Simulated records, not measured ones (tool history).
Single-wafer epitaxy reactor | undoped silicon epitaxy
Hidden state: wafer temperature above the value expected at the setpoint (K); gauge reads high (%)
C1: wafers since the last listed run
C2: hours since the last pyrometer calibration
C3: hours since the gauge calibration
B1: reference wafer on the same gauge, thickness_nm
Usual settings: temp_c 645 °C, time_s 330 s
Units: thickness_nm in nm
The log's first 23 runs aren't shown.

Run 24, hour 1944.5: usual settings; C1 151; C2 282; C3 575.3; B1 41.595. Result: thickness_nm 48.574 nm.
Run 25, hour 2025.3: usual settings but time_s 366 s; C1 279; C2 362.8; C3 656.1; B1 41.579. Result: thickness_nm 53.799 nm.
At hour 2088.2: pyrometer calibrated, repeated, since the last time left the tool worse.
Run 26, hour 2093.6: usual settings but temp_c 659 °C, time_s 369 s; C1 208; C2 5.4; C3 724.4; B1 41.594. Result: thickness_nm 72.638 nm.
Run 27, hour 2181.7: usual settings; C1 304; C2 93.5; C3 812.5; B1 41.571. Result: thickness_nm 47.114 nm.
Run 28, hour 2244.4: usual settings but temp_c 658 °C, time_s 354 s; C1 217; C2 156.2; C3 875.2; B1 41.6. Result: thickness_nm 68.938 nm.
Run 29, hour 2318.2: usual settings but temp_c 654 °C, time_s 305 s; C1 255; C2 230; C3 949; B1 41.618. Result: thickness_nm 54.32 nm.
Run 30, hour 2371.2: usual settings but temp_c 636 °C, time_s 383 s; C1 183; C2 283; C3 1002; B1 41.592. Result: thickness_nm 44.205 nm.
Run 31, hour 2407.8: usual settings; C1 126; C2 319.6; C3 1038.6; B1 41.606. Result: thickness_nm 46.853 nm.
Run 32, hour 2476.4: usual settings; C1 237; C2 388.2; C3 1107.2; B1 41.605. Result: thickness_nm 47.212 nm.
Run 33, hour 2535.6: usual settings but temp_c 637 °C, time_s 390 s; C1 204; C2 447.4; C3 1166.4; B1 41.571. Result: thickness_nm 46.13 nm.
Run 34, hour 2640.1: usual settings; C1 361; C2 551.9; C3 1270.9; B1 41.567. Result: thickness_nm 47.421 nm.
Run 35, hour 2709.8: usual settings; C1 241; C2 621.6; C3 1340.6; B1 41.59. Result: thickness_nm 47.268 nm.
Run 36, hour 2764.3: usual settings but temp_c 656 °C, time_s 279 s; C1 188; C2 676.1; C3 1395.1; B1 41.62. Result: thickness_nm 52.123 nm.
Run 37, hour 2862.8: usual settings but temp_c 658 °C, time_s 265 s; C1 340; C2 774.6; C3 1493.6; B1 41.604. Result: thickness_nm 51.997 nm.
Run 38, hour 3106: usual settings but temp_c 659 °C, time_s 356 s; C1 841; C2 1017.8; C3 1736.8; B1 41.62. Result: thickness_nm 71.32 nm.
Run 39, hour 3200.2: usual settings but temp_c 655 °C, time_s 376 s; C1 326; C2 1112; C3 1831; B1 41.614. Result: thickness_nm 68.346 nm.
Run 40, hour 3281.6: usual settings but temp_c 654 °C; C1 281; C2 1193.4; C3 1912.4; B1 41.595. Result: thickness_nm 58.834 nm.
Run 41, hour 3325.3: usual settings; C1 151; C2 1237.1; C3 1956.1; B1 41.589. Result: thickness_nm 47.75 nm.

3 ways to go on from here, each from the tool as it stands after run 41. What would each give?
Run A, hour 3325.8: usual settings; C1 1; C2 1237.6; C3 1956.6; B1 ?. Result: thickness_nm ?.
Run B, hour 3325.8: usual settings but time_s 295 s; C1 1; C2 1237.6; C3 1956.6; B1 ?. Result: thickness_nm ?.
Run C, hour 3325.8: usual settings but temp_c 641 °C, time_s 385 s; C1 1; C2 1237.6; C3 1956.6; B1 ?. Result: thickness_nm ?.

run     B1  thickness_nm
  A  41.61        47.899
  B  41.61        42.819
  C  41.61        50.746
Without the tool's hidden state the same runs would have given:
run  thickness_nm
  A        47.372
  B        42.348
  C        50.182

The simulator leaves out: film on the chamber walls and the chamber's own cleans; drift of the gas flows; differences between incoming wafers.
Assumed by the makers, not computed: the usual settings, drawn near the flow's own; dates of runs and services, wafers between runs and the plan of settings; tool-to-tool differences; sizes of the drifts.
